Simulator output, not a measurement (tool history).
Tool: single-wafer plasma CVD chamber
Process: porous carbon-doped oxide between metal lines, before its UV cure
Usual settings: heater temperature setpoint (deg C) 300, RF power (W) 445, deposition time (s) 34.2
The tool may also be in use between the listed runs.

run    hour  heater temperature setpoint (deg C)  RF power (W)  deposition time (s)  wafers since the last listed run  hours since the last thermocouple change  hours since the last RF generator calibration  hours since the showerhead was replaced  hours since the gauge calibration  read-back reference wafer on the same gauge, thickness_nm  mean film thickness on the monitor wafer (Å)
  1       0                                  300           445                 34.2                                 0                                     704.4                                          371.1                                   3961.4                              445.3                                                    180.971                                       1651.29
  2    48.2                                  312           490                 34.2                               819                                     752.6                                          419.3                                   4009.6                              493.5                                                    180.875                                       1636.69
  3   128.7                                  312           490                 34.2                              1368                                     833.1                                          499.8                                   4090.1                                574                                                    181.242                                       1627.12
  4   176.1                                  312           490                 34.2                               805                                     880.5                                          547.2                                   4137.5                              621.4                                                    181.208                                       1638.15
  5   433.5                                  300           445                 31.4                              4374                                    1137.9                                          804.6                                   4394.9                              878.8                                                     181.07                                       1513.54
  6   497.5                                  300           445                 31.4                              1087                                    1201.9                                          868.6                                   4458.9                              942.8                                                     180.72                                        1520.4
  7   566.3                                  300           445                 34.2                              1169                                    1270.7                                          937.4                                   4527.7                             1011.6                                                    181.077                                       1628.42
  8   658.2                                  308           445                 34.2                              1561                                    1362.6                                         1029.3                                   4619.6                             1103.5                                                    180.831                                       1561.83
  9   734.6                                  305           445                 34.2                              1298                                      1439                                         1105.7                                     4696                             1179.9                                                    181.155                                       1582.16
 10   794.6                                  305           445                 34.2                              1019                                      1499                                         1165.7                                     4756                             1239.9                                                    180.839                                       1586.68
      818.6  -- RF generator calibrated
 11   995.2                                  305           445                 34.2                              3273                                    1699.6                                          176.6                                   4956.6                             1440.5                                                    181.022                                       1629.86
 12  1067.6                                  300           400                 36.8                              1230                                      1772                                            249                                     5029                             1512.9                                                    181.056                                       1689.11
 13  1132.4                                  305           445                 34.2                              1101                                    1836.8                                          313.8                                   5093.8                             1577.7                                                    180.582                                          1600
 14  1235.6                                  310           445                 27.7                              1753                                      1940                                            417                                     5197                             1680.9                                                     180.87                                       1294.25
 15  1273.5                                  294           520                 37.5                               644                                    1977.9                                          454.9                                   5234.9                             1718.8                                                    180.718                                       2026.49
     1334.2  -- thermocouple changed; heater temperature recalibrated
     1334.8  -- showerhead replaced
 16  1335.3                                  300           445                   30                               904                                       1.1                                          516.7                                      0.5                             1780.6                                                    180.854                                       1451.27
 17  1437.6                                  300           445                   41                              1738                                     103.4                                            619                                    102.8                             1882.9                                                    180.921                                       1961.22
       1529  -- gauge calibrated
 18  1543.2                                  300           445                 34.2                              1794                                       209                                          724.6                                    208.4                               14.2                                                    180.679                                       1649.04
 19  1583.6                                  289           410                 40.5                               686                                     249.4                                            765                                    248.8                               54.6                                                    180.893                                       1965.11
 20  1675.5                                  300           520                 28.8                              1561                                     341.3                                          856.9                                    340.7                              146.5                                                    181.203                                       1504.89
 21  1778.7                                  300           420                 34.2                              1753                                     444.5                                          960.1                                    443.9                              249.7                                                    181.021                                       1589.91
 22  1880.6                                  300           510                 39.7                              1731                                     546.4                                           1062                                    545.8                              351.6                                                    181.136                                       2025.77
 23  1946.3                                  300           395                 34.2                              1116                                     612.1                                         1127.7                                    611.5                              417.3                                                    180.831                                       1535.63
     2005.2  -- RF generator calibrated
 24  2005.7                                  300           445                 34.2                               873                                     671.5                                            0.5                                    670.9                              476.7                                                    180.919                                       1652.62

5 ways to go on from here, each from the tool as it stands after run 24. What would each give?
  A  2006.1                                  300           445                 34.2                                 6                                     671.9                                            0.9                                    671.3                              477.1                                                          ?                                             ?
  B  2006.1                                  300           445                 28.3                                 6                                     671.9                                            0.9                                    671.3                              477.1                                                          ?                                             ?
  C  2006.1                                  307           445                 34.2                                 6                                     671.9                                            0.9                                    671.3                              477.1                                                          ?                                             ?
  D  2006.1                                  285           360                   28                                 6                                     671.9                                            0.9                                    671.3                              477.1                                                          ?                                             ?
  E  2006.1                                  289           505                   31                                 6                                     671.9                                            0.9                                    671.3                              477.1                                                          ?                                             ?

run  read-back reference wafer on the same gauge, thickness_nm  mean film thickness on the monitor wafer (Å)
  A                                                    181.066                                        1668.5
  B                                                    181.066                                       1388.36
  C                                                    181.066                                       1612.27
  D                                                    181.066                                        1330.9
  E                                                    181.066                                       1709.15
Without the tool's hidden state the same runs would have given:
run  mean film thickness on the monitor wafer (Å)
  A                                       1673.22
  B                                       1392.28
  C                                       1616.83
  D                                       1334.67
  E                                       1713.35
